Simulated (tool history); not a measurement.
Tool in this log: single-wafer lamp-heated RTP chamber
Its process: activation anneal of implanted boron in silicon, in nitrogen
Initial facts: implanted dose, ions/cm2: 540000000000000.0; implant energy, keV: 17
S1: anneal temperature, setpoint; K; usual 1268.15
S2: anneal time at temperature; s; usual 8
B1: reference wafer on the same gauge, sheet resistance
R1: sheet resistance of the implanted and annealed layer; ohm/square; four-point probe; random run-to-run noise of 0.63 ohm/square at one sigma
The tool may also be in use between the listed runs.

| run | hour | S1 | S2 | B1 | R1 |
|---|---|---|---|---|---|
| 1 | 0 | 1290.15 | 7 | 203.99 | 230.15 |
| 2 | 43.4 | 1290.15 | 7 | 203.9 | 231.16 |
| 3 | 111.6 | 1290.15 | 7 | 204.06 | 230.71 |
| 4 | 146.2 | 1268.15 | 11 | 203.96 | 232.89 |
|  | 203.2 | reflector plate cleaned |
| 5 | 215.3 | 1268.15 | 11 | 204 | 235.78 |
| 6 | 252.6 | 1268.15 | 8 | 204.05 | 236.68 |
|  | 317.1 | pyrometer window cleaned and pyrometer calibrated |
| 7 | 317.6 | 1247.15 | 5 | 204.12 | 256.31 |
| 8 | 372.1 | 1247.15 | 5 | 203.97 | 257.19 |
| 9 | 426.6 | 1247.15 | 5 | 204.01 | 255.99 |
| 10 | 480 | 1268.15 | 8 | 204.01 | 236.99 |
| 11 | 523.6 | 1268.15 | 8 | 203.97 | 235.81 |
| 12 | 572.3 | 1268.15 | 8 | 204.01 | 235.79 |
|  | 646.5 | pyrometer window cleaned and pyrometer calibrated |
| 13 | 647 | 1268.15 | 8 | 203.96 | 233.82 |
| 14 | 677.4 | 1286.15 | 8 | 204.09 | 230.24 |
|  | 693.1 | reflector plate cleaned |
|  | 701.5 | gauge calibrated |
| 15 | 718.7 | 1281.15 | 6 | 203.99 | 233.74 |
| 16 | 805.7 | 1247.15 | 10 | 204.15 | 253 |
| 17 | 876.2 | 1251.15 | 8 | 203.98 | 249.65 |
|  | 1037.3 | pyrometer window cleaned and pyrometer calibrated |
| 18 | 1068.3 | 1268.15 | 13 | 203.93 | 233.77 |
| 19 | 1120.5 | 1268.15 | 8 | 203.92 | 234.85 |
|  | 1155.1 | reflector plate cleaned |
| 20 | 1178.5 | 1286.15 | 11 | 204.01 | 230.1 |
| 21 | 1236 | 1241.15 | 11 | 203.95 | 261.76 |
| 22 | 1275.6 | 1279.15 | 6 | 204.02 | 234.29 |
| 23 | 1330.2 | 1247.15 | 10 | 204 | 253.06 |
| 24 | 1376.7 | 1252.15 | 8 | 203.98 | 248.21 |
|  | 1401.9 | pyrometer window cleaned and pyrometer calibrated |
| 25 | 1447.1 | 1268.15 | 5 | 203.88 | 238.13 |
| 26 | 1504 | 1290.15 | 5 | 204.07 | 231.94 |
| 27 | 1572.4 | 1276.15 | 9 | 204 | 232.37 |
| 28 | 1622.6 | 1280.15 | 8 | 204.15 | 231.97 |

For each run, what was the tool's unlogged condition?
true wafer temperature minus pyrometer reading, K: 0 at every run
gauge reads high (%): 0 at every run
H1: wafer temperature error from the tarnished reflector plate, K
| run | H1 |
|---|---|
| 1 | 3.67 |
| 2 | 4.62 |
| 3 | 6.34 |
| 4 | 7.31 |
| 5 | 0.967 |
| 6 | 1.04 |
| 7 | 1.35 |
| 8 | 1.81 |
| 9 | 2.44 |
| 10 | 3.24 |
| 11 | 4.01 |
| 12 | 5.01 |
| 13 | 6.81 |
| 14 | 7.64 |
| 15 | 0.565 |
| 16 | 0.922 |
| 17 | 1.54 |
| 18 | 4.73 |
| 19 | 5.97 |
| 20 | 0.304 |
| 21 | 0.483 |
| 22 | 0.719 |
| 23 | 1.2 |
| 24 | 1.75 |
| 25 | 2.82 |
| 26 | 3.9 |
| 27 | 5.46 |
| 28 | 6.78 |

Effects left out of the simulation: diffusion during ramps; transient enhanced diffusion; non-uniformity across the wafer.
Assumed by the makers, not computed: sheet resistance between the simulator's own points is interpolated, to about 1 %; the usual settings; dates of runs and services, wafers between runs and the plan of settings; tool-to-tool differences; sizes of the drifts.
